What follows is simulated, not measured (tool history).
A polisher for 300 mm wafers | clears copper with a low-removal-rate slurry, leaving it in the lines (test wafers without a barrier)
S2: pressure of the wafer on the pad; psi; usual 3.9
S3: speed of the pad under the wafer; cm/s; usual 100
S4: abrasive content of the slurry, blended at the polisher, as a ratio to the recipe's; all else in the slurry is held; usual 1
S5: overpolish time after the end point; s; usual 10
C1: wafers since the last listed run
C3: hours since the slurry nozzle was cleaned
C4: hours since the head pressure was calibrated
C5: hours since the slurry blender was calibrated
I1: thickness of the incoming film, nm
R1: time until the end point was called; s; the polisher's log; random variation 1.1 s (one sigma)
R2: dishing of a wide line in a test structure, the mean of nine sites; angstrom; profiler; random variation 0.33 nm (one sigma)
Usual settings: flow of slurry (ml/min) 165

run 1 hour=0 | flow_of_slurry_(ml/min)=165 S2=3.9 S3=100 S4=1 S5=10 | C1=0 wafers_polished_on_this_pad=666 C3=29.3 C4=170.5 C5=160.7 | I1=556.9 | R1=122.4 R2=204
-- hour=115.6 slurry blender recalibrated
run 2 hour=131.9 | flow_of_slurry_(ml/min)=165 S2=3.9 S3=100 S4=1 S5=7 | C1=856 wafers_polished_on_this_pad=1523 C3=161.2 C4=302.4 C5=16.3 | I1=548.6 | R1=129.1 R2=157
-- hour=149.1 worn pad replaced by a new one
run 3 hour=261.9 | flow_of_slurry_(ml/min)=165 S2=3.9 S3=100 S4=1 S5=7 | C1=830 wafers_polished_on_this_pad=743 C3=291.2 C4=432.4 C5=146.3 | I1=548.8 | R1=127.1 R2=156
run 4 hour=323.8 | flow_of_slurry_(ml/min)=165 S2=3.9 S3=100 S4=1 S5=7 | C1=408 wafers_polished_on_this_pad=1151 C3=353.1 C4=494.3 C5=208.2 | I1=546 | R1=130.5 R2=157
run 5 hour=386.4 | flow_of_slurry_(ml/min)=185 S2=3.9 S3=100 S4=1 S5=10 | C1=412 wafers_polished_on_this_pad=1564 C3=415.7 C4=556.9 C5=270.8 | I1=553 | R1=132.6 R2=194
run 6 hour=424.6 | flow_of_slurry_(ml/min)=165 S2=3.9 S3=100 S4=1.15 S5=10 | C1=251 wafers_polished_on_this_pad=1816 C3=453.9 C4=595.1 C5=309 | I1=539.8 | R1=130.7 R2=194
-- hour=429.4 head pressure recalibrated
-- hour=439.6 slurry blender recalibrated
-- hour=460 worn pad replaced by a new one
run 7 hour=495 | flow_of_slurry_(ml/min)=165 S2=3.9 S3=100 S4=1 S5=10 | C1=411 wafers_polished_on_this_pad=230 C3=524.3 C4=65.6 C5=55.4 | I1=546.8 | R1=124 R2=203
run 8 hour=525.1 | flow_of_slurry_(ml/min)=165 S2=3.9 S3=100 S4=1 S5=10 | C1=198 wafers_polished_on_this_pad=429 C3=554.4 C4=95.7 C5=85.5 | I1=560.1 | R1=130.3 R2=192
run 9 hour=587.8 | flow_of_slurry_(ml/min)=165 S2=3.9 S3=100 S4=1.2 S5=10 | C1=413 wafers_polished_on_this_pad=842 C3=617.1 C4=158.4 C5=148.2 | I1=539.9 | R1=122.8 R2=197
run 10 hour=715.5 | flow_of_slurry_(ml/min)=165 S2=3.9 S3=122 S4=1 S5=12 | C1=842 wafers_polished_on_this_pad=1684 C3=744.8 C4=286.1 C5=275.9 | I1=558.7 | R1=117.8 R2=228
-- hour=752.4 worn pad replaced by a new one
-- hour=767.7 slurry blender recalibrated
run 11 hour=777.2 | flow_of_slurry_(ml/min)=165 S2=3.9 S3=122 S4=1 S5=12 | C1=367 wafers_polished_on_this_pad=150 C3=806.5 C4=347.8 C5=9.5 | I1=543.9 | R1=105.6 R2=238
run 12 hour=832 | flow_of_slurry_(ml/min)=165 S2=3.9 S3=122 S4=1 S5=12 | C1=361 wafers_polished_on_this_pad=511 C3=861.3 C4=402.6 C5=64.3 | I1=551.2 | R1=110.6 R2=236
-- hour=855.5 slurry nozzle cleaned
run 13 hour=877.8 | flow_of_slurry_(ml/min)=140 S2=2.8 S3=134 S4=1 S5=10 | C1=295 wafers_polished_on_this_pad=807 C3=22.3 C4=448.4 C5=110.1 | I1=555.6 | R1=121.8 R2=200
run 14 hour=910.9 | flow_of_slurry_(ml/min)=165 S2=4.9 S3=100 S4=1 S5=10 | C1=218 wafers_polished_on_this_pad=1025 C3=55.4 C4=481.5 C5=143.2 | I1=548.5 | R1=103.7 R2=228
run 15 hour=958.6 | flow_of_slurry_(ml/min)=120 S2=3.9 S3=100 S4=1 S5=7 | C1=314 wafers_polished_on_this_pad=1339 C3=103.1 C4=529.2 C5=190.9 | I1=547.2 | R1=135.9 R2=154
-- hour=994.3 head pressure recalibrated
run 16 hour=1011.7 | flow_of_slurry_(ml/min)=165 S2=3.9 S3=100 S4=1 S5=10 | C1=336 wafers_polished_on_this_pad=1676 C3=156.2 C4=17.4 C5=244 | I1=556.7 | R1=132.6 R2=197
-- hour=1023.5 slurry blender recalibrated
-- hour=1061.4 worn pad replaced by a new one
run 17 hour=1065.2 | flow_of_slurry_(ml/min)=215 S2=3.5 S3=100 S4=0.9 S5=10 | C1=313 wafers_polished_on_this_pad=25 C3=209.7 C4=70.9 C5=41.7 | I1=550.4 | R1=130.6 R2=191
run 18 hour=1104.1 | flow_of_slurry_(ml/min)=120 S2=4.6 S3=120 S4=1 S5=4 | C1=256 wafers_polished_on_this_pad=281 C3=248.6 C4=109.8 C5=80.6 | I1=545.2 | R1=97.5 R2=127
run 19 hour=1148.1 | flow_of_slurry_(ml/min)=120 S2=3.9 S3=100 S4=0.85 S5=7 | C1=290 wafers_polished_on_this_pad=571 C3=292.6 C4=153.8 C5=124.6 | I1=548.1 | R1=140.8 R2=145
run 20 hour=1210.7 | flow_of_slurry_(ml/min)=165 S2=3.9 S3=68 S4=0.8 S5=10 | C1=412 wafers_polished_on_this_pad=984 C3=355.2 C4=216.4 C5=187.2 | I1=554.5 | R1=199.6 R2=147
run 21 hour=1235.2 | flow_of_slurry_(ml/min)=165 S2=3.9 S3=76 S4=0.9 S5=10 | C1=161 wafers_polished_on_this_pad=1146 C3=379.7 C4=240.9 C5=211.7 | I1=553.4 | R1=178.1 R2=165
-- hour=1283.3 slurry blender recalibrated
run 22 hour=1304.3 | flow_of_slurry_(ml/min)=165 S2=2.9 S3=100 S4=1 S5=10 | C1=442 wafers_polished_on_this_pad=1588 C3=448.8 C4=310 C5=21 | I1=553.8 | R1=170.9 R2=167
-- hour=1331.4 worn pad replaced by a new one
run 23 hour=1356 | flow_of_slurry_(ml/min)=165 S2=3.9 S3=122 S4=1 S5=12 | C1=314 wafers_polished_on_this_pad=162 C3=500.5 C4=361.7 C5=72.7 | I1=540.2 | R1=100.7 R2=237
run 24 hour=1415.5 | flow_of_slurry_(ml/min)=165 S2=3.9 S3=100 S4=1 S5=10 | C1=392 wafers_polished_on_this_pad=554 C3=560 C4=421.2 C5=132.2 | I1=540.5 | R1=127.6 R2=191

Forecast each of these 5 alternatives for the next run:
run A hour=1416 | flow_of_slurry_(ml/min)=165 S2=3.9 S3=100 S4=1 S5=10 | C1=3 wafers_polished_on_this_pad=557 C3=560.5 C4=421.7 C5=132.7 | I1=555.2 | R1=? R2=?
run B hour=1416 | flow_of_slurry_(ml/min)=195 S2=5.2 S3=64 S4=1 S5=16 | C1=3 wafers_polished_on_this_pad=557 C3=560.5 C4=421.7 C5=132.7 | I1=555.2 | R1=? R2=?
run C hour=1416 | flow_of_slurry_(ml/min)=220 S2=3.9 S3=74 S4=1.1 S5=10 | C1=3 wafers_polished_on_this_pad=557 C3=560.5 C4=421.7 C5=132.7 | I1=555.2 | R1=? R2=?
run D hour=1416 | flow_of_slurry_(ml/min)=165 S2=3 S3=114 S4=0.8 S5=12 | C1=3 wafers_polished_on_this_pad=557 C3=560.5 C4=421.7 C5=132.7 | I1=555.2 | R1=? R2=?
run E hour=1416 | flow_of_slurry_(ml/min)=220 S2=2.7 S3=100 S4=1 S5=8 | C1=3 wafers_polished_on_this_pad=557 C3=560.5 C4=421.7 C5=132.7 | I1=555.2 | R1=? R2=?

run=A R1=132.1 R2=191
run=B R1=157.9 R2=223
run=C R1=164.2 R2=168
run=D R1=147.7 R2=197
run=E R1=162.6 R2=145
Without the tool's hidden state the same runs would have given:
run=A R1=117.6 R2=203
run=B R1=142.3 R2=233
run=C R1=149.2 R2=178
run=D R1=131.5 R2=209
run=E R1=147.7 R2=155
